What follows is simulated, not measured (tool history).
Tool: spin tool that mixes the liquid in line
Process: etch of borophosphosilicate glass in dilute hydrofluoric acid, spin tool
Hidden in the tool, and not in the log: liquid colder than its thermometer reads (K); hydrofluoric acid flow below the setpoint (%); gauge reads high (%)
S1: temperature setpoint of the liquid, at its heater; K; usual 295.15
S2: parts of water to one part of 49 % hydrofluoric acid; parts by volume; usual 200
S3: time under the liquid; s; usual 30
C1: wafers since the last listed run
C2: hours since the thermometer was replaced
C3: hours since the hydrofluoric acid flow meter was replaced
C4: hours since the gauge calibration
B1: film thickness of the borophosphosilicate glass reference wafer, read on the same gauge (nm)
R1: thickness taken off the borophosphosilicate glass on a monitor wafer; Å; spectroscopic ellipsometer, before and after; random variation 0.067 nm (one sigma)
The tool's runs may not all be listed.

{"run": 1, "hour": 0.0, "S1": 295.15, "S2": 235, "S3": 30, "C1": 0, "C2": 1068.7, "C3": 419.9, "C4": 465.1, "B1": 60.04, "R1": 53.5}
{"run": 2, "hour": 33.2, "S1": 295.15, "S2": 200, "S3": 30, "C1": 570, "C2": 1101.9, "C3": 453.1, "C4": 498.3, "B1": 60, "R1": 64.5}
{"run": 3, "hour": 54.4, "S1": 295.15, "S2": 200, "S3": 30, "C1": 364, "C2": 1123.1, "C3": 474.3, "C4": 519.5, "B1": 59.98, "R1": 63.4}
{"run": 4, "hour": 86.9, "S1": 295.15, "S2": 200, "S3": 30, "C1": 558, "C2": 1155.6, "C3": 506.8, "C4": 552, "B1": 60.01, "R1": 61.9}
{"run": 5, "hour": 112.8, "S1": 295.15, "S2": 200, "S3": 30, "C1": 445, "C2": 1181.5, "C3": 532.7, "C4": 577.9, "B1": 60.01, "R1": 61.8}
{"run": 6, "hour": 146.3, "S1": 295.15, "S2": 200, "S3": 30, "C1": 575, "C2": 1215, "C3": 566.2, "C4": 611.4, "B1": 59.94, "R1": 62.5}
{"run": 7, "hour": 178.7, "S1": 295.15, "S2": 200, "S3": 30, "C1": 557, "C2": 1247.4, "C3": 598.6, "C4": 643.8, "B1": 60.01, "R1": 62.4}
{"run": 8, "hour": 206.2, "S1": 295.15, "S2": 180, "S3": 30, "C1": 472, "C2": 1274.9, "C3": 626.1, "C4": 671.3, "B1": 60.02, "R1": 70.5}
{"run": 9, "hour": 234.3, "S1": 295.15, "S2": 180, "S3": 30, "C1": 483, "C2": 1303, "C3": 654.2, "C4": 699.4, "B1": 60, "R1": 68.7}
{"run": 10, "hour": 252.5, "S1": 295.15, "S2": 180, "S3": 30, "C1": 312, "C2": 1321.2, "C3": 672.4, "C4": 717.6, "B1": 59.97, "R1": 70.7}
{"run": 11, "hour": 269.9, "S1": 299.15, "S2": 200, "S3": 30, "C1": 299, "C2": 1338.6, "C3": 689.8, "C4": 735, "B1": 59.99, "R1": 70}
{"run": 12, "hour": 285.4, "S1": 299.15, "S2": 200, "S3": 30, "C1": 266, "C2": 1354.1, "C3": 705.3, "C4": 750.5, "B1": 60, "R1": 70.3}
{"run": 13, "hour": 318.2, "S1": 299.15, "S2": 200, "S3": 30, "C1": 563, "C2": 1386.9, "C3": 738.1, "C4": 783.3, "B1": 60, "R1": 69.4}
{"run": 14, "hour": 349.5, "S1": 296.65, "S2": 200, "S3": 30, "C1": 538, "C2": 1418.2, "C3": 769.4, "C4": 814.6, "B1": 60.05, "R1": 63.5}
{"hour": 367.6, "done": "thermometer replaced"}
{"hour": 371.8, "done": "hydrofluoric acid flow meter replaced"}
{"run": 15, "hour": 381.0, "S1": 296.65, "S2": 200, "S3": 30, "C1": 507, "C2": 13.4, "C3": 9.2, "C4": 846.1, "B1": 60, "R1": 73.9}
{"run": 16, "hour": 401.6, "S1": 297.65, "S2": 175, "S3": 30, "C1": 354, "C2": 34, "C3": 29.8, "C4": 866.7, "B1": 60, "R1": 90.9}
{"run": 17, "hour": 449.4, "S1": 296.65, "S2": 250, "S3": 20, "C1": 821, "C2": 81.8, "C3": 77.6, "C4": 914.5, "B1": 60.03, "R1": 37.4}
{"run": 18, "hour": 471.6, "S1": 295.15, "S2": 200, "S3": 30, "C1": 381, "C2": 104, "C3": 99.8, "C4": 936.7, "B1": 59.98, "R1": 68.2}
{"hour": 504.1, "done": "gauge calibrated"}
{"run": 19, "hour": 546.9, "S1": 293.65, "S2": 200, "S3": 50, "C1": 1294, "C2": 179.3, "C3": 175.1, "C4": 42.8, "B1": 59.97, "R1": 107.5}
{"run": 20, "hour": 559.4, "S1": 295.15, "S2": 300, "S3": 30, "C1": 214, "C2": 191.8, "C3": 187.6, "C4": 55.3, "B1": 59.97, "R1": 41}
{"run": 21, "hour": 580.5, "S1": 295.15, "S2": 200, "S3": 30, "C1": 362, "C2": 212.9, "C3": 208.7, "C4": 76.4, "B1": 60.01, "R1": 67.4}
{"run": 22, "hour": 614.0, "S1": 296.65, "S2": 240, "S3": 50, "C1": 575, "C2": 246.4, "C3": 242.2, "C4": 109.9, "B1": 60.02, "R1": 93}
{"run": 23, "hour": 638.5, "S1": 295.15, "S2": 200, "S3": 15, "C1": 421, "C2": 270.9, "C3": 266.7, "C4": 134.4, "B1": 59.96, "R1": 33.4}
{"run": 24, "hour": 676.0, "S1": 295.15, "S2": 200, "S3": 30, "C1": 644, "C2": 308.4, "C3": 304.2, "C4": 171.9, "B1": 60.05, "R1": 66.9}
{"run": 25, "hour": 702.5, "S1": 295.15, "S2": 260, "S3": 25, "C1": 455, "C2": 334.9, "C3": 330.7, "C4": 198.4, "B1": 60.01, "R1": 39.4}
{"run": 26, "hour": 732.9, "S1": 295.15, "S2": 200, "S3": 30, "C1": 522, "C2": 365.3, "C3": 361.1, "C4": 228.8, "B1": 60.04, "R1": 65.8}
{"run": 27, "hour": 751.5, "S1": 295.15, "S2": 200, "S3": 30, "C1": 319, "C2": 383.9, "C3": 379.7, "C4": 247.4, "B1": 59.96, "R1": 65.7}
{"run": 28, "hour": 782.3, "S1": 290.65, "S2": 200, "S3": 30, "C1": 529, "C2": 414.7, "C3": 410.5, "C4": 278.2, "B1": 59.99, "R1": 55.4}
{"run": 29, "hour": 804.8, "S1": 295.15, "S2": 200, "S3": 30, "C1": 386, "C2": 437.2, "C3": 433, "C4": 300.7, "B1": 59.99, "R1": 65.3}
{"run": 30, "hour": 822.4, "S1": 296.65, "S2": 200, "S3": 35, "C1": 302, "C2": 454.8, "C3": 450.6, "C4": 318.3, "B1": 59.94, "R1": 79.4}
{"run": 31, "hour": 857.9, "S1": 295.15, "S2": 295, "S3": 30, "C1": 610, "C2": 490.3, "C3": 486.1, "C4": 353.8, "B1": 59.99, "R1": 39.8}

The tool's hidden state at each run:
liquid colder than its thermometer reads (K): 0 in every run
gauge reads high (%): 0 in every run
H1: hydrofluoric acid flow below the setpoint (%)
run=1 H1=7.23
run=2 H1=7.63
run=3 H1=7.89
run=4 H1=8.29
run=5 H1=8.61
run=6 H1=9.02
run=7 H1=9.41
run=8 H1=9.75
run=9 H1=10.1
run=10 H1=10.3
run=11 H1=10.5
run=12 H1=10.7
run=13 H1=11.1
run=14 H1=11.5
run=15 H1=0.319
run=16 H1=0.571
run=17 H1=1.16
run=18 H1=1.43
run=19 H1=2.35
run=20 H1=2.5
run=21 H1=2.76
run=22 H1=3.17
run=23 H1=3.47
run=24 H1=3.92
run=25 H1=4.25
run=26 H1=4.62
run=27 H1=4.85
run=28 H1=5.22
run=29 H1=5.5
run=30 H1=5.71
run=31 H1=6.15
